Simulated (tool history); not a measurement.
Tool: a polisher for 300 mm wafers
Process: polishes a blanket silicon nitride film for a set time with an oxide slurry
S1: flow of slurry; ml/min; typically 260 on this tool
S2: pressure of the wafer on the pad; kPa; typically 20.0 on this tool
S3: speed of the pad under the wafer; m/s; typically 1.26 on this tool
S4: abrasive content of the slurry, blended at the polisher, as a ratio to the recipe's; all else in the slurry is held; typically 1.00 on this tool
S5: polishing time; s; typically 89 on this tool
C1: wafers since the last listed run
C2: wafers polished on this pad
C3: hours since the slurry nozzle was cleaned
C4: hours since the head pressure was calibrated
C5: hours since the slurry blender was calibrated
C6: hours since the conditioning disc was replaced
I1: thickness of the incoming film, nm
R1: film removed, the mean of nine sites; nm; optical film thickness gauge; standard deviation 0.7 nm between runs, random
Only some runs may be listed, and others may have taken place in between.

run     day   S1    S2    S3    S4   S5   C1    C2     C3     C4     C5     C6     I1    R1
  1   0.000  260  20.0  1.26  1.00   89    0   693   95.6  343.4  236.1   16.4  415.9  52.7
      0.967  -- slurry blender recalibrated
  2   1.442  260  20.0  1.26  1.00   89  203   897  130.2  378.0   11.4   51.0  403.4  54.6
  3   2.767  260  20.0  1.26  1.00   75  198  1095  162.0  409.8   43.2   82.8  412.1  45.1
      3.354  -- worn pad replaced by a new one
  4   3.375  260  20.0  1.26  1.00   75   66     2  176.6  424.4   57.8   97.4  409.9  45.7
  5   4.829  260  20.0  1.60  1.00   89  217   220  211.5  459.3   92.7  132.3  404.5  63.0
      5.879  -- slurry nozzle cleaned
  6   5.900  260  20.0  1.60  1.00   89  154   375    0.5  485.0  118.4  158.0  417.9  63.3
      6.350  -- head pressure recalibrated
  7   6.854  260  20.0  1.26  1.00   89  130   505   23.4   12.1  141.3  180.9  417.0  54.1
      7.588  -- conditioning disc replaced and pad reconditioned
  8   8.067  260  20.0  1.26  1.00   89  169   675   52.5   41.2  170.4   11.5  412.6  54.9
  9   8.921  260  20.0  1.10  1.00  106  128   803   73.0   61.7  190.9   32.0  405.5  59.0
 10   9.629  260  20.0  1.26  1.00   89  106   909   90.0   78.7  207.9   49.0  411.9  54.3
     10.100  -- slurry blender recalibrated
 11  10.796  325  20.0  1.26  0.85  108  162  1071  118.0  106.7   16.7   77.0  412.5  63.2
     12.054  -- worn pad replaced by a new one
 12  13.333  260  20.0  1.26  1.00   89  355   191  178.9  167.6   77.6  137.9  408.4  54.3
 13  14.392  260  20.0  1.26  1.00   89  158   350  204.3  193.0  103.0  163.3  406.7  54.4
 14  15.688  260  20.0  1.26  0.90   89  194   544  235.4  224.1  134.1  194.4  416.1  51.2
 15  16.533  195  24.1  1.26  1.00  106  126   671  255.7  244.4  154.4  214.7  410.7  74.9
     17.183  -- conditioning disc replaced and pad reconditioned
     17.242  -- slurry nozzle cleaned
 16  18.012  260  17.2  1.26  0.90   89  202   874   18.5  279.9  189.9   19.9  411.9  44.7
 17  19.450  315  20.0  1.26  1.00   89  215  1089   53.0  314.4  224.4   54.4  415.2  55.2
     20.583  -- worn pad replaced by a new one
     20.838  -- slurry blender recalibrated
 18  22.525  185  20.0  1.26  1.00   66  423   278  126.8  388.2   40.5  128.2  406.1  37.9
 19  23.912  260  20.0  1.64  1.00   89  207   486  160.1  421.5   73.8  161.5  406.0  66.2
 20  24.592  175  20.0  1.26  1.00   77  101   588  176.4  437.8   90.1  177.8  407.9  43.6
 21  25.971  260  20.0  1.26  1.00   89  206   795  209.5  470.9  123.2  210.9  407.0  54.7
 22  27.321  195  24.1  1.26  1.00  106  202   997  241.9  503.3  155.6  243.3  408.1  74.9
     27.442  -- conditioning disc replaced and pad reconditioned
     28.229  -- head pressure recalibrated
     28.442  -- slurry nozzle cleaned
 23  28.625  235  22.1  1.26  1.15   89  164  1161    4.4    9.5  186.9   28.4  409.8  62.6
 24  29.546  260  20.0  1.26  1.00   62  138  1299   26.5   31.6  209.0   50.5  403.9  38.1
     29.825  -- slurry blender recalibrated
     30.004  -- worn pad replaced by a new one
 25  31.479  260  20.0  1.58  1.00   89  252   220   72.9   78.0   39.7   96.9  408.4  62.4

List, for all runs, the conditions of the tool that the log does not record:
removal rate lost through wear of the pad, %: 0, the same for each run
slurry flow missing at the pad, %: 0, the same for each run
deviation of the head's pressure from its setpoint, %: 0, the same for each run
abrasive missing from the slurry, %: 0, the same for each run
time polished since the conditioner stopped cutting, s: 0, the same for each run

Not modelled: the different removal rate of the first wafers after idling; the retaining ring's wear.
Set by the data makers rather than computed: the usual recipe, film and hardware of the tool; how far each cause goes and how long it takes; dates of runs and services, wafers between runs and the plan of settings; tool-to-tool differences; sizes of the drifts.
